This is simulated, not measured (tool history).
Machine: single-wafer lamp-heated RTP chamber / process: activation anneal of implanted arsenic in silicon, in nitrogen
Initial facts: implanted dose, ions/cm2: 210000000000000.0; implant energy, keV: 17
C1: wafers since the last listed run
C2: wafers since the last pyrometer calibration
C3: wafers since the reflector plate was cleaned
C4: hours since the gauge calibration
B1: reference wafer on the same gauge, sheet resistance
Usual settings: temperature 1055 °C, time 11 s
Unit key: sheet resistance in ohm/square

Run 1, hour 0: usual settings but temperature 1042 °C; C1 0; C2 1244; C3 5005; C4 1015.2; B1 346.47. Result: sheet resistance 375.23 ohm/square.
Run 2, hour 29.8: usual settings but temperature 1065 °C, time 7 s; C1 322; C2 1566; C3 5327; C4 1045; B1 346.44. Result: sheet resistance 376.18 ohm/square.
Run 3, hour 60.2: usual settings but temperature 1065 °C, time 7 s; C1 328; C2 1895; C3 5655; C4 1075.4; B1 346.44. Result: sheet resistance 375.35 ohm/square.
Run 4, hour 122.3: usual settings; C1 671; C2 2566; C3 6327; C4 1137.5; B1 346.22. Result: sheet resistance 373.3 ohm/square.
Run 5, hour 162.7: usual settings; C1 436; C2 3003; C3 6763; C4 1177.9; B1 346.2. Result: sheet resistance 374.13 ohm/square.
Run 6, hour 188.8: usual settings; C1 282; C2 3285; C3 7045; C4 1204; B1 346.17. Result: sheet resistance 374.11 ohm/square.
Run 7, hour 227.1: usual settings; C1 413; C2 3699; C3 7459; C4 1242.3; B1 346.27. Result: sheet resistance 373.88 ohm/square.
Run 8, hour 284.8: usual settings; C1 623; C2 4322; C3 8083; C4 1300; B1 346.07. Result: sheet resistance 373.85 ohm/square.
Run 9, hour 321.2: usual settings; C1 393; C2 4716; C3 8476; C4 1336.4; B1 346.04. Result: sheet resistance 373.59 ohm/square.
Run 10, hour 388.8: usual settings; C1 730; C2 5446; C3 9207; C4 1404; B1 346. Result: sheet resistance 373.3 ohm/square.
At hour 433.4: pyrometer window cleaned and pyrometer calibrated.
Run 11, hour 433.9: usual settings; C1 400; C2 5; C3 9608; C4 1449.1; B1 346.05. Result: sheet resistance 373.67 ohm/square.
Run 12, hour 493.7: usual settings; C1 646; C2 651; C3 10254; C4 1508.9; B1 345.92. Result: sheet resistance 373.08 ohm/square.
Run 13, hour 541.3: usual settings; C1 514; C2 1166; C3 10768; C4 1556.5; B1 345.93. Result: sheet resistance 373.39 ohm/square.
Run 14, hour 638.7: usual settings; C1 1052; C2 2218; C3 11821; C4 1653.9; B1 345.93. Result: sheet resistance 372.98 ohm/square.
Run 15, hour 698.3: usual settings but temperature 1063 °C; C1 644; C2 2862; C3 12465; C4 1713.5; B1 345.74. Result: sheet resistance 372.53 ohm/square.
Run 16, hour 769.1: usual settings but temperature 1066 °C, time 6 s; C1 765; C2 3628; C3 13230; C4 1784.3; B1 345.8. Result: sheet resistance 375.11 ohm/square.
Run 17, hour 808.5: usual settings but time 14 s; C1 425; C2 4053; C3 13656; C4 1823.7; B1 345.84. Result: sheet resistance 372.13 ohm/square.
At hour 811.9: gauge calibrated.
Run 18, hour 868.5: usual settings but temperature 1069 °C, time 9 s; C1 648; C2 4702; C3 14305; C4 56.6; B1 349.16. Result: sheet resistance 376.53 ohm/square.
At hour 880.5: pyrometer window cleaned and pyrometer calibrated.
Run 19, hour 909.1: usual settings but time 8 s; C1 352; C2 308; C3 14657; C4 97.2; B1 348.84. Result: sheet resistance 378.22 ohm/square.
At hour 935: reflector plate cleaned.
Run 20, hour 965: usual settings but temperature 1079 °C, time 7 s; C1 517; C2 826; C3 324; C4 153.1; B1 348.58. Result: sheet resistance 375.17 ohm/square.
Run 21, hour 1031.4: usual settings but temperature 1035 °C, time 15 s; C1 717; C2 1543; C3 1041; C4 219.5; B1 348.14. Result: sheet resistance 376.78 ohm/square.
Run 22, hour 1085.5: usual settings; C1 584; C2 2128; C3 1626; C4 273.6; B1 347.98. Result: sheet resistance 374.96 ohm/square.
Run 23, hour 1117.1: usual settings but time 5 s; C1 341; C2 2470; C3 1968; C4 305.2; B1 347.71. Result: sheet resistance 379.29 ohm/square.
Run 24, hour 1175.4: usual settings but temperature 1072 °C, time 17 s; C1 630; C2 3100; C3 2598; C4 363.5; B1 347.5. Result: sheet resistance 368.06 ohm/square.
Run 25, hour 1224.4: usual settings; C1 529; C2 3629; C3 3127; C4 412.5; B1 347.35. Result: sheet resistance 374.38 ohm/square.
Run 26, hour 1295.1: usual settings but temperature 1073 °C; C1 764; C2 4393; C3 3891; C4 483.2; B1 346.86. Result: sheet resistance 372.4 ohm/square.
Run 27, hour 1325.5: usual settings but temperature 1077 °C, time 6 s; C1 328; C2 4722; C3 4220; C4 513.6; B1 346.82. Result: sheet resistance 375.3 ohm/square.
Run 28, hour 1391.9: usual settings; C1 717; C2 5439; C3 4937; C4 580; B1 346.73. Result: sheet resistance 373.46 ohm/square.
At hour 1445.8: pyrometer window cleaned and pyrometer calibrated.
Run 29, hour 1455.3: usual settings but temperature 1026 °C, time 9 s; C1 598; C2 102; C3 5536; C4 643.4; B1 346.55. Result: sheet resistance 377.76 ohm/square.
Run 30, hour 1500.2: usual settings but temperature 1073 °C, time 7 s; C1 485; C2 587; C3 6021; C4 688.3; B1 346.58. Result: sheet resistance 373.62 ohm/square.
Run 31, hour 1571.9: usual settings but temperature 1034 °C; C1 774; C2 1362; C3 6796; C4 760; B1 346.2. Result: sheet resistance 375.99 ohm/square.
Run 32, hour 1597.4: usual settings; C1 275; C2 1638; C3 7072; C4 785.5; B1 346.18. Result: sheet resistance 374.15 ohm/square.
Run 33, hour 1648.7: usual settings but time 7 s; C1 554; C2 2192; C3 7626; C4 836.8; B1 346.18. Result: sheet resistance 376.11 ohm/square.
Run 34, hour 1692.3: usual settings but time 15 s; C1 471; C2 2663; C3 8097; C4 880.4; B1 346.04. Result: sheet resistance 371.12 ohm/square.
Run 35, hour 1881: usual settings but temperature 1038 °C, time 6 s; C1 2039; C2 4703; C3 10137; C4 1069.1; B1 345.74. Result: sheet resistance 376.97 ohm/square.
Run 36, hour 1943.6: usual settings but temperature 1026 °C, time 6 s; C1 676; C2 5379; C3 10813; C4 1131.7; B1 345.51. Result: sheet resistance 378.55 ohm/square.

Alternative continuations, all from the tool just after run 36; predict every row:
Run A, hour 1944: usual settings; C1 4; C2 5384; C3 10818; C4 1132.1; B1 ?. Result: sheet resistance ?.
Run B, hour 1944: usual settings but temperature 1029 °C; C1 4; C2 5384; C3 10818; C4 1132.1; B1 ?. Result: sheet resistance ?.
Run C, hour 1944: usual settings but time 6 s; C1 4; C2 5384; C3 10818; C4 1132.1; B1 ?. Result: sheet resistance ?.
Run D, hour 1944: usual settings but temperature 1080 °C; C1 4; C2 5384; C3 10818; C4 1132.1; B1 ?. Result: sheet resistance ?.

run     B1  sheet resistance
  A  345.6            373.57
  B  345.6            376.72
  C  345.6            376.84
  D  345.6            369.53
Take away the tool's hidden state, keep each run's random variation, and the runs would have read:
run  sheet resistance
  A            378.33
  B            381.52
  C            381.65
  D            374.24
